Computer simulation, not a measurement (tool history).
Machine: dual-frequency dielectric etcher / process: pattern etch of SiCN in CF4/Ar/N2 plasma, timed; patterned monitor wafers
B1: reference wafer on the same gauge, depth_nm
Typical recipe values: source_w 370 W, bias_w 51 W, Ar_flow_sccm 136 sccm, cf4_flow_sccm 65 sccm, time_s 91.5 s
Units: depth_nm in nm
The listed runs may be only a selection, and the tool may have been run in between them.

run 1 hour=0 | source_w=370 bias_w=51 Ar_flow_sccm=136 cf4_flow_sccm=65 time_s=91.5 | B1=59.1 | depth_nm=52.4
run 2 hour=27.2 | source_w=370 bias_w=51 Ar_flow_sccm=136 cf4_flow_sccm=65 time_s=109 | B1=59.1 | depth_nm=62.3
run 3 hour=114.5 | source_w=370 bias_w=51 Ar_flow_sccm=136 cf4_flow_sccm=65 time_s=91.5 | B1=59.1 | depth_nm=52.2
run 4 hour=157.5 | source_w=370 bias_w=51 Ar_flow_sccm=136 cf4_flow_sccm=65 time_s=91.5 | B1=59.1 | depth_nm=52.2
-- hour=172.3 gauge calibrated
run 5 hour=200.7 | source_w=370 bias_w=51 Ar_flow_sccm=136 cf4_flow_sccm=65 time_s=91.5 | B1=59.1 | depth_nm=52.2
run 6 hour=299.4 | source_w=370 bias_w=51 Ar_flow_sccm=136 cf4_flow_sccm=65 time_s=91.5 | B1=59.2 | depth_nm=52.2
-- hour=365.7 bias power generator calibrated
run 7 hour=381.3 | source_w=340 bias_w=62 Ar_flow_sccm=124 cf4_flow_sccm=65 time_s=91.5 | B1=59.1 | depth_nm=53.4
-- hour=441.9 wet clean of the chamber
run 8 hour=474.2 | source_w=370 bias_w=51 Ar_flow_sccm=136 cf4_flow_sccm=65 time_s=91.5 | B1=59.1 | depth_nm=52
-- hour=508.6 CF4 flow controller replaced
run 9 hour=531.8 | source_w=370 bias_w=51 Ar_flow_sccm=136 cf4_flow_sccm=65 time_s=91.5 | B1=59.1 | depth_nm=51.8
run 10 hour=637.4 | source_w=370 bias_w=51 Ar_flow_sccm=136 cf4_flow_sccm=65 time_s=91.5 | B1=59.1 | depth_nm=52.2
run 11 hour=734.2 | source_w=310 bias_w=51 Ar_flow_sccm=158 cf4_flow_sccm=65 time_s=91.5 | B1=59.1 | depth_nm=43.7
run 12 hour=773.1 | source_w=370 bias_w=51 Ar_flow_sccm=136 cf4_flow_sccm=65 time_s=91.5 | B1=59.2 | depth_nm=51.8
-- hour=818.4 source power generator calibrated
run 13 hour=852.5 | source_w=370 bias_w=51 Ar_flow_sccm=162 cf4_flow_sccm=59 time_s=91.5 | B1=59.1 | depth_nm=52.9
run 14 hour=915.5 | source_w=370 bias_w=58 Ar_flow_sccm=136 cf4_flow_sccm=65 time_s=117 | B1=59.1 | depth_nm=74.4
-- hour=970.7 wet clean of the chamber
run 15 hour=1000.9 | source_w=420 bias_w=40 Ar_flow_sccm=136 cf4_flow_sccm=81 time_s=69 | B1=59.1 | depth_nm=42.8
run 16 hour=1071 | source_w=440 bias_w=61 Ar_flow_sccm=112 cf4_flow_sccm=65 time_s=91.5 | B1=59.1 | depth_nm=70.3
run 17 hour=1207.2 | source_w=370 bias_w=39 Ar_flow_sccm=136 cf4_flow_sccm=65 time_s=103 | B1=59 | depth_nm=54.2
run 18 hour=1263.3 | source_w=370 bias_w=62 Ar_flow_sccm=136 cf4_flow_sccm=51 time_s=91.5 | B1=59.1 | depth_nm=57.5
run 19 hour=1363.1 | source_w=330 bias_w=61 Ar_flow_sccm=120 cf4_flow_sccm=65 time_s=107 | B1=59.1 | depth_nm=63.3
run 20 hour=1451.9 | source_w=370 bias_w=51 Ar_flow_sccm=136 cf4_flow_sccm=65 time_s=106.5 | B1=59.1 | depth_nm=63.1

Predict each of these 5 candidate next runs independently; none follows another, all start after run 20:
run A hour=1452.3 | source_w=370 bias_w=51 Ar_flow_sccm=136 cf4_flow_sccm=65 time_s=71.5 | B1=? | depth_nm=?
run B hour=1452.3 | source_w=370 bias_w=51 Ar_flow_sccm=109 cf4_flow_sccm=69 time_s=91.5 | B1=? | depth_nm=?
run C hour=1452.3 | source_w=320 bias_w=51 Ar_flow_sccm=136 cf4_flow_sccm=49 time_s=99 | B1=? | depth_nm=?
run D hour=1452.3 | source_w=370 bias_w=42 Ar_flow_sccm=136 cf4_flow_sccm=58 time_s=80 | B1=? | depth_nm=?
run E hour=1452.3 | source_w=370 bias_w=51 Ar_flow_sccm=126 cf4_flow_sccm=65 time_s=78.5 | B1=? | depth_nm=?

run=A B1=59.1 depth_nm=42.5
run=B B1=59.1 depth_nm=55.9
run=C B1=59.1 depth_nm=49.5
run=D B1=59.1 depth_nm=42.5
run=E B1=59.1 depth_nm=47
Without the tool's unlogged condition, the same runs would have read:
run=A depth_nm=42.6
run=B depth_nm=56
run=C depth_nm=49.5
run=D depth_nm=42.5
run=E depth_nm=47.1
